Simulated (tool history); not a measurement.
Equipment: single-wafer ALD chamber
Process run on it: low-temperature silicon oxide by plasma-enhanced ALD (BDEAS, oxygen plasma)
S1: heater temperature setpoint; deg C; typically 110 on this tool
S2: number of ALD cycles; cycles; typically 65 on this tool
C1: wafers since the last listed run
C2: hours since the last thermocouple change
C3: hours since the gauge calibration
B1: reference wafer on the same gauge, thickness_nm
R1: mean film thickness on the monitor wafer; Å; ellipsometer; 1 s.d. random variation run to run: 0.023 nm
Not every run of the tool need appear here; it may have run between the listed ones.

| run | hour | S1 | S2 | C1 | C2 | C3 | B1 | R1 |
|---|---|---|---|---|---|---|---|---|
| 1 | 0 | 110 | 72 | 0 | 2121.9 | 351.3 | 10.067 | 94.11 |
| 2 | 21.8 | 110 | 72 | 86 | 2143.7 | 373.1 | 10.075 | 93.2 |
| 3 | 44.7 | 110 | 72 | 90 | 2166.6 | 396 | 10.069 | 93.73 |
| 4 | 67.6 | 110 | 65 | 90 | 2189.5 | 418.9 | 10.066 | 84.55 |
| 5 | 99.1 | 110 | 65 | 125 | 2221 | 450.4 | 10.063 | 84.25 |
| 6 | 124.5 | 110 | 65 | 100 | 2246.4 | 475.8 | 10.07 | 84.48 |
| 7 | 157.9 | 110 | 65 | 132 | 2279.8 | 509.2 | 10.072 | 84.6 |
| 8 | 177.7 | 110 | 65 | 78 | 2299.6 | 529 | 10.062 | 84.35 |
| 9 | 208.4 | 110 | 65 | 121 | 2330.3 | 559.7 | 10.071 | 84.07 |
| 10 | 239.6 | 110 | 61 | 123 | 2361.5 | 590.9 | 10.069 | 79.45 |
| 11 | 259.8 | 110 | 61 | 80 | 2381.7 | 611.1 | 10.062 | 79.32 |
| 12 | 284.9 | 110 | 65 | 99 | 2406.8 | 636.2 | 10.062 | 84.67 |
| 13 | 306.6 | 110 | 65 | 86 | 2428.5 | 657.9 | 10.075 | 84.8 |
| 14 | 330.8 | 110 | 65 | 96 | 2452.7 | 682.1 | 10.067 | 84.29 |
| 15 | 361.7 | 95 | 56 | 122 | 2483.6 | 713 | 10.066 | 75.48 |
|  | 378 | thermocouple changed; heater temperature recalibrated |
| 16 | 380.8 | 110 | 65 | 44 | 2.8 | 732.1 | 10.072 | 84.37 |
| 17 | 404.7 | 120 | 55 | 94 | 26.7 | 756 | 10.068 | 70.35 |
| 18 | 420.8 | 100 | 75 | 63 | 42.8 | 772.1 | 10.058 | 99.27 |
| 19 | 446.4 | 115 | 56 | 101 | 68.4 | 797.7 | 10.068 | 71.93 |
| 20 | 481.9 | 102 | 59 | 140 | 103.9 | 833.2 | 10.074 | 77.38 |
|  | 483.6 | gauge calibrated |
| 21 | 497.3 | 110 | 65 | 61 | 119.3 | 13.7 | 10.076 | 84.21 |
| 22 | 510.3 | 110 | 76 | 51 | 132.3 | 26.7 | 10.067 | 99.02 |
| 23 | 585.9 | 123 | 65 | 300 | 207.9 | 102.3 | 10.063 | 82.57 |
| 24 | 609.2 | 110 | 55 | 92 | 231.2 | 125.6 | 10.073 | 71.8 |
| 25 | 644.8 | 110 | 65 | 141 | 266.8 | 161.2 | 10.083 | 83.91 |
| 26 | 672 | 110 | 69 | 108 | 294 | 188.4 | 10.06 | 89.2 |
| 27 | 707 | 118 | 77 | 138 | 329 | 223.4 | 10.071 | 98.88 |
| 28 | 739.2 | 118 | 70 | 127 | 361.2 | 255.6 | 10.065 | 89.8 |

What if the next run were any one of these 5? Each begins from the tool's condition after run 28:
| A | 739.7 | 115 | 65 | 1 | 361.7 | 256.1 | ? | ? |
| B | 739.7 | 102 | 60 | 1 | 361.7 | 256.1 | ? | ? |
| C | 739.7 | 110 | 71 | 1 | 361.7 | 256.1 | ? | ? |
| D | 739.7 | 122 | 76 | 1 | 361.7 | 256.1 | ? | ? |
| E | 739.7 | 99 | 57 | 1 | 361.7 | 256.1 | ? | ? |

| run | B1 | R1 |
|---|---|---|
| A | 10.071 | 83.57 |
| B | 10.071 | 78.78 |
| C | 10.071 | 92.03 |
| D | 10.071 | 96.6 |
| E | 10.071 | 75.2 |
With the hidden condition removed and each run's random variation left untouched, the same runs would have given:
| run | R1 |
|---|---|
| A | 83.57 |
| B | 78.78 |
| C | 92.03 |
| D | 96.6 |
| E | 75.2 |

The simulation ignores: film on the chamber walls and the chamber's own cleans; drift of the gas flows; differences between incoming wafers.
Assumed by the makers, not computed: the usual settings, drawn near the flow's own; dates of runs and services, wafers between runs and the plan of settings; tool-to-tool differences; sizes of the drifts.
